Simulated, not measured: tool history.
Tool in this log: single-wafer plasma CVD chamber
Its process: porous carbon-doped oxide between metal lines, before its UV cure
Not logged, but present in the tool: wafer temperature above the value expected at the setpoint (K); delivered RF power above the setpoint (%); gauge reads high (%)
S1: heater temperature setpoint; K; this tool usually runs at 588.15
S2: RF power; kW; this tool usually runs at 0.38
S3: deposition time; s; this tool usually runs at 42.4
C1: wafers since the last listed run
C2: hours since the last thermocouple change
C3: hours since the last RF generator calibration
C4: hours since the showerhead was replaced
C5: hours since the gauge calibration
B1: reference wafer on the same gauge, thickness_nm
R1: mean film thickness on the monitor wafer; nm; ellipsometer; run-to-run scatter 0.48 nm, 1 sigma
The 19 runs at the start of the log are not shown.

run,hour,S1,S2,S3,C1,C2,C3,C4,C5,B1,R1
20,459.8,601.15,0.32,42.4,177,2242.8,123.4,5756.6,625.1,198.081,145.76
# hour 470.4: gauge calibrated
# hour 472: showerhead replaced
21,472.9,588.15,0.38,42.4,69,2255.9,136.5,0.9,2.5,198.004,167.894
# hour 498.8: RF generator calibrated, repeated, since the last time left the tool worse
22,504.1,588.15,0.38,42.4,316,2287.1,5.3,32.1,33.7,197.949,173.008
# hour 539.3: thermocouple changed; heater temperature recalibrated
23,539.8,588.15,0.435,42.4,377,0.5,41,67.8,69.4,197.987,183.625
24,569.3,588.15,0.38,42.4,402,30,70.5,97.3,98.9,198.115,174.371
25,596.8,598.15,0.41,49.7,374,57.5,98,124.8,126.4,198.064,198.116
26,629.4,588.15,0.38,42.4,444,90.1,130.6,157.4,159,198.093,174.057
27,663.3,588.15,0.38,42.4,462,124,164.5,191.3,192.9,197.861,174.449
28,687.1,577.15,0.415,46.5,324,147.8,188.3,215.1,216.7,197.818,208.605
29,713.5,595.15,0.345,47.5,359,174.2,214.7,241.5,243.1,198.032,179.957
30,735.7,600.15,0.41,46.6,302,196.4,236.9,263.7,265.3,198.115,184.686
31,765.7,577.15,0.36,42.4,408,226.4,266.9,293.7,295.3,197.875,181.009
32,777.7,588.15,0.38,42.4,163,238.4,278.9,305.7,307.3,198.053,173.847
33,810.9,588.15,0.38,37.6,452,271.6,312.1,338.9,340.5,198.265,153.848

Predict each of these 5 candidate next runs independently; none follows another, all start after run 33:
A,811.3,588.15,0.38,42.4,5,272,312.5,339.3,340.9,?,?
B,811.3,588.15,0.38,50.3,5,272,312.5,339.3,340.9,?,?
C,811.3,588.15,0.405,42.4,5,272,312.5,339.3,340.9,?,?
D,811.3,588.15,0.325,42.4,5,272,312.5,339.3,340.9,?,?
E,811.3,595.15,0.445,34.4,5,272,312.5,339.3,340.9,?,?

run,B1,R1
A,198.183,173.606
B,198.183,205.177
C,198.183,178.132
D,198.183,163.397
E,198.183,145.6
Stripped of hidden state, with their random variation kept, the same runs would have yielded:
run,R1
A,174.518
B,206.255
C,179.037
D,164.256
E,146.34
